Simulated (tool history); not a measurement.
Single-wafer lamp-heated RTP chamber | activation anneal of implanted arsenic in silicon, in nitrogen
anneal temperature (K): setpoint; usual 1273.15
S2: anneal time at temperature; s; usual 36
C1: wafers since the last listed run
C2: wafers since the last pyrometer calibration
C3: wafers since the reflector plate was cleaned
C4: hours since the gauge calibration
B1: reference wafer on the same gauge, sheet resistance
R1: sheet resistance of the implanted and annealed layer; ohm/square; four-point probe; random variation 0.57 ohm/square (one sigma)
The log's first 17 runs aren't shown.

At day 15.288: reflector plate cleaned.
Run 18, day 15.438: usual settings but anneal temperature (K) 1293.15, S2 15 s; C1 148; C2 1071; C3 53; C4 529.1; B1 114.01. Result: R1 109.85 ohm/square.
Run 19, day 16.821: usual settings but anneal temperature (K) 1259.15, S2 57 s; C1 492; C2 1564; C3 545; C4 562.3; B1 113.86. Result: R1 105.03 ohm/square.
Run 20, day 18.092: usual settings but S2 21 s; C1 452; C2 2017; C3 998; C4 592.8; B1 113.98. Result: R1 111.97 ohm/square.
At day 18.796: gauge calibrated.
Run 21, day 19.404: usual settings but anneal temperature (K) 1249.15, S2 22 s; C1 467; C2 2484; C3 1465; C4 14.6; B1 113.84. Result: R1 118.62 ohm/square.
Run 22, day 20.496: usual settings but anneal temperature (K) 1282.15, S2 27 s; C1 388; C2 2873; C3 1854; C4 40.8; B1 114.17. Result: R1 105.87 ohm/square.
Run 23, day 21.217: usual settings; C1 256; C2 3130; C3 2111; C4 58.1; B1 114.11. Result: R1 104.02 ohm/square.
At day 22.196: pyrometer window cleaned and pyrometer calibrated.
Run 24, day 22.217: usual settings but anneal temperature (K) 1294.15, S2 51 s; C1 237; C2 6; C3 2348; C4 82.1; B1 114.02. Result: R1 97.01 ohm/square.
Run 25, day 23.35: usual settings but anneal temperature (K) 1248.15, S2 22 s; C1 403; C2 410; C3 2752; C4 109.3; B1 114.05. Result: R1 121.2 ohm/square.
Run 26, day 24.808: usual settings but S2 23 s; C1 519; C2 929; C3 3271; C4 144.3; B1 114.24. Result: R1 111.91 ohm/square.
Run 27, day 26.242: usual settings but anneal temperature (K) 1298.15; C1 510; C2 1440; C3 3782; C4 178.7; B1 114.18. Result: R1 98.98 ohm/square.
Run 28, day 27.483: usual settings but anneal temperature (K) 1246.15, S2 47 s; C1 442; C2 1882; C3 4224; C4 208.5; B1 114.04. Result: R1 111.59 ohm/square.
At day 27.896: reflector plate cleaned.
Run 29, day 28.917: usual settings but anneal temperature (K) 1302.15, S2 54 s; C1 391; C2 2274; C3 363; C4 242.9; B1 114.21. Result: R1 94.52 ohm/square.
Run 30, day 30.008: usual settings but anneal temperature (K) 1284.15, S2 52 s; C1 388; C2 2663; C3 752; C4 269.1; B1 113.93. Result: R1 97.53 ohm/square.
Run 31, day 30.896: usual settings but anneal temperature (K) 1263.15, S2 24 s; C1 316; C2 2979; C3 1068; C4 290.4; B1 113.97. Result: R1 112.5 ohm/square.
At day 31.571: pyrometer window cleaned and pyrometer calibrated.
Run 32, day 31.925: usual settings; C1 247; C2 126; C3 1315; C4 315.1; B1 113.71. Result: R1 106.97 ohm/square.
Run 33, day 33.171: usual settings but anneal temperature (K) 1297.15, S2 19 s; C1 443; C2 570; C3 1759; C4 345; B1 113.99. Result: R1 106.39 ohm/square.
Run 34, day 34.625: usual settings but anneal temperature (K) 1265.15, S2 20 s; C1 517; C2 1087; C3 2277; C4 379.9; B1 114.17. Result: R1 116.48 ohm/square.
Run 35, day 35.692: usual settings but anneal temperature (K) 1281.15, S2 16 s; C1 379; C2 1467; C3 2657; C4 405.5; B1 113.92. Result: R1 112.94 ohm/square.
Run 36, day 36.883: usual settings but anneal temperature (K) 1248.15, S2 20 s; C1 424; C2 1892; C3 3081; C4 434.1; B1 113.8. Result: R1 121.42 ohm/square.
Run 37, day 37.629: usual settings; C1 265; C2 2157; C3 3347; C4 452; B1 113.94. Result: R1 104.6 ohm/square.
Run 38, day 38.696: usual settings but anneal temperature (K) 1302.15, S2 30 s; C1 379; C2 2537; C3 3727; C4 477.6; B1 113.96. Result: R1 99.15 ohm/square.

Forecast each of these 3 alternatives for the next run:
Run A, day 38.712: usual settings; C1 5; C2 2543; C3 3733; C4 478; B1 ?. Result: R1 ?.
Run B, day 38.712: usual settings but anneal temperature (K) 1260.15, S2 22 s; C1 5; C2 2543; C3 3733; C4 478; B1 ?. Result: R1 ?.
Run C, day 38.712: usual settings but anneal temperature (K) 1289.15, S2 54 s; C1 5; C2 2543; C3 3733; C4 478; B1 ?. Result: R1 ?.

run      B1      R1
  A  113.92  105.06
  B  113.92  115.26
  C  113.92   96.47
Without the tool's hidden state the same runs would have given:
run      R1
  A  106.92
  B  117.39
  C   97.83

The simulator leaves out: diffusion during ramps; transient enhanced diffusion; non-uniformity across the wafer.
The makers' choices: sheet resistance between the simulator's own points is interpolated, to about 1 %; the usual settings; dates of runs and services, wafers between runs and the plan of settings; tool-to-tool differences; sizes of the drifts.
